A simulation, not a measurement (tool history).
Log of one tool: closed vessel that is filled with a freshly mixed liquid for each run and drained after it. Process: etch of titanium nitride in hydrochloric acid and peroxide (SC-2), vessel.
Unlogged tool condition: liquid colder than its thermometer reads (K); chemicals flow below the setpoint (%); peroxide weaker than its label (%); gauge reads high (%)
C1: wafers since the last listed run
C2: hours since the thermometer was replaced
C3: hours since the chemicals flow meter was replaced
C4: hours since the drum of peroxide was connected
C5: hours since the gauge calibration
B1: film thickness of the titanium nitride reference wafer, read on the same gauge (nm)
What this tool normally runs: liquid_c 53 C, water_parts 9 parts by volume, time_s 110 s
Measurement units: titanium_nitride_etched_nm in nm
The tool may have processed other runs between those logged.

run 1 day=0 | liquid_c=47 water_parts=9 time_s=80 | C1=0 C2=2262.4 C3=339.9 C4=942.5 C5=925.7 | B1=40.01 | titanium_nitride_etched_nm=3.15
run 2 day=1.988 | liquid_c=47 water_parts=9 time_s=80 | C1=5615 C2=2310.1 C3=387.6 C4=990.2 C5=973.4 | B1=39.99 | titanium_nitride_etched_nm=3.16
run 3 day=3.888 | liquid_c=47 water_parts=9 time_s=80 | C1=5368 C2=2355.7 C3=433.2 C4=1035.8 C5=1019 | B1=40 | titanium_nitride_etched_nm=3.14
run 4 day=6.646 | liquid_c=53 water_parts=9 time_s=110 | C1=7793 C2=2421.9 C3=499.4 C4=1102 C5=1085.2 | B1=40 | titanium_nitride_etched_nm=6.48
run 5 day=7.954 | liquid_c=53 water_parts=9 time_s=110 | C1=3696 C2=2453.3 C3=530.8 C4=1133.4 C5=1116.6 | B1=39.99 | titanium_nitride_etched_nm=6.46
run 6 day=9.554 | liquid_c=53 water_parts=9 time_s=110 | C1=4520 C2=2491.7 C3=569.2 C4=1171.8 C5=1155 | B1=40.03 | titanium_nitride_etched_nm=6.39
-- day=10.904 chemicals flow meter replaced
run 7 day=11.558 | liquid_c=53 water_parts=9 time_s=110 | C1=5544 C2=2539.8 C3=15.7 C4=1219.9 C5=1203.1 | B1=40.01 | titanium_nitride_etched_nm=6.44
run 8 day=13.15 | liquid_c=53 water_parts=9 time_s=110 | C1=4496 C2=2578 C3=53.9 C4=1258.1 C5=1241.3 | B1=40.05 | titanium_nitride_etched_nm=6.38
run 9 day=14.433 | liquid_c=48.5 water_parts=9 time_s=110 | C1=3625 C2=2608.8 C3=84.7 C4=1288.9 C5=1272.1 | B1=40.02 | titanium_nitride_etched_nm=4.72
run 10 day=17.1 | liquid_c=48.5 water_parts=9 time_s=110 | C1=7534 C2=2672.8 C3=148.7 C4=1352.9 C5=1336.1 | B1=39.98 | titanium_nitride_etched_nm=4.76
-- day=17.175 new drum of peroxide connected
run 11 day=18.608 | liquid_c=48.5 water_parts=9 time_s=110 | C1=4143 C2=2709 C3=184.9 C4=34.4 C5=1372.3 | B1=39.99 | titanium_nitride_etched_nm=4.96
-- day=19.729 thermometer replaced
run 12 day=20.283 | liquid_c=53 water_parts=9 time_s=110 | C1=4614 C2=13.3 C3=225.1 C4=74.6 C5=1412.5 | B1=39.99 | titanium_nitride_etched_nm=6.7
run 13 day=23.096 | liquid_c=53 water_parts=9 time_s=165 | C1=7946 C2=80.8 C3=292.6 C4=142.1 C5=1480 | B1=39.98 | titanium_nitride_etched_nm=10.04
run 14 day=24.758 | liquid_c=48 water_parts=11 time_s=80 | C1=4697 C2=120.7 C3=332.5 C4=182 C5=1519.9 | B1=40.03 | titanium_nitride_etched_nm=2.95
run 15 day=26.9 | liquid_c=53 water_parts=6 time_s=110 | C1=6050 C2=172.1 C3=383.9 C4=233.4 C5=1571.3 | B1=40.04 | titanium_nitride_etched_nm=9.24
run 16 day=28.604 | liquid_c=53 water_parts=9 time_s=110 | C1=4814 C2=213 C3=424.8 C4=274.3 C5=1612.2 | B1=39.97 | titanium_nitride_etched_nm=6.67
run 17 day=30.908 | liquid_c=53 water_parts=9 time_s=110 | C1=6510 C2=268.3 C3=480.1 C4=329.6 C5=1667.5 | B1=40 | titanium_nitride_etched_nm=6.72
-- day=31.404 chemicals flow meter replaced
run 18 day=32.254 | liquid_c=53 water_parts=9 time_s=110 | C1=3684 C2=300.6 C3=20.4 C4=361.9 C5=1699.8 | B1=40.01 | titanium_nitride_etched_nm=6.59
run 19 day=33.479 | liquid_c=53 water_parts=13 time_s=135 | C1=3461 C2=330 C3=49.8 C4=391.3 C5=1729.2 | B1=39.98 | titanium_nitride_etched_nm=5.98
run 20 day=34.562 | liquid_c=53 water_parts=7.5 time_s=110 | C1=3060 C2=356 C3=75.8 C4=417.3 C5=1755.2 | B1=39.99 | titanium_nitride_etched_nm=7.69
run 21 day=36.579 | liquid_c=57 water_parts=9 time_s=75 | C1=5697 C2=404.4 C3=124.2 C4=465.7 C5=1803.6 | B1=40.01 | titanium_nitride_etched_nm=5.85
run 22 day=38.488 | liquid_c=53 water_parts=9 time_s=80 | C1=5391 C2=450.2 C3=170 C4=511.5 C5=1849.4 | B1=39.95 | titanium_nitride_etched_nm=4.84
run 23 day=40.638 | liquid_c=53 water_parts=9 time_s=110 | C1=6074 C2=501.8 C3=221.6 C4=563.1 C5=1901 | B1=40.05 | titanium_nitride_etched_nm=6.63
run 24 day=43.475 | liquid_c=53 water_parts=9 time_s=95 | C1=8016 C2=569.9 C3=289.7 C4=631.2 C5=1969.1 | B1=40 | titanium_nitride_etched_nm=5.71
-- day=44.333 gauge calibrated
run 25 day=45.704 | liquid_c=58 water_parts=10.5 time_s=130 | C1=6298 C2=623.4 C3=343.2 C4=684.7 C5=32.9 | B1=40.01 | titanium_nitride_etched_nm=9.47
run 26 day=47.404 | liquid_c=55.5 water_parts=11.5 time_s=150 | C1=4803 C2=664.2 C3=384 C4=725.5 C5=73.7 | B1=39.98 | titanium_nitride_etched_nm=8.63
run 27 day=55.096 | liquid_c=47 water_parts=9 time_s=140 | C1=21731 C2=848.8 C3=568.6 C4=910.1 C5=258.3 | B1=39.96 | titanium_nitride_etched_nm=5.58
-- day=55.171 chemicals flow meter replaced
run 28 day=58.071 | liquid_c=57 water_parts=6.5 time_s=150 | C1=8287 C2=920.2 C3=69.6 C4=981.5 C5=329.7 | B1=39.97 | titanium_nitride_etched_nm=14.91

Branching from run 28: 5 alternative next runs. What would each branch give?
run A day=58.1 | liquid_c=53 water_parts=9 time_s=110 | C1=82 C2=920.9 C3=70.3 C4=982.2 C5=330.4 | B1=? | titanium_nitride_etched_nm=?
run B day=58.1 | liquid_c=53 water_parts=13 time_s=165 | C1=82 C2=920.9 C3=70.3 C4=982.2 C5=330.4 | B1=? | titanium_nitride_etched_nm=?
run C day=58.1 | liquid_c=56.5 water_parts=13.5 time_s=75 | C1=82 C2=920.9 C3=70.3 C4=982.2 C5=330.4 | B1=? | titanium_nitride_etched_nm=?
run D day=58.1 | liquid_c=45 water_parts=6 time_s=140 | C1=82 C2=920.9 C3=70.3 C4=982.2 C5=330.4 | B1=? | titanium_nitride_etched_nm=?
run E day=58.1 | liquid_c=53 water_parts=9 time_s=75 | C1=82 C2=920.9 C3=70.3 C4=982.2 C5=330.4 | B1=? | titanium_nitride_etched_nm=?

run=A B1=39.98 titanium_nitride_etched_nm=6.5
run=B B1=39.98 titanium_nitride_etched_nm=7.14
run=C B1=39.98 titanium_nitride_etched_nm=3.94
run=D B1=39.98 titanium_nitride_etched_nm=6.66
run=E B1=39.98 titanium_nitride_etched_nm=4.43
Had the tool no hidden state, the same runs would have come out as:
run=A titanium_nitride_etched_nm=6.79
run=B titanium_nitride_etched_nm=7.47
run=C titanium_nitride_etched_nm=4.12
run=D titanium_nitride_etched_nm=6.95
run=E titanium_nitride_etched_nm=4.63
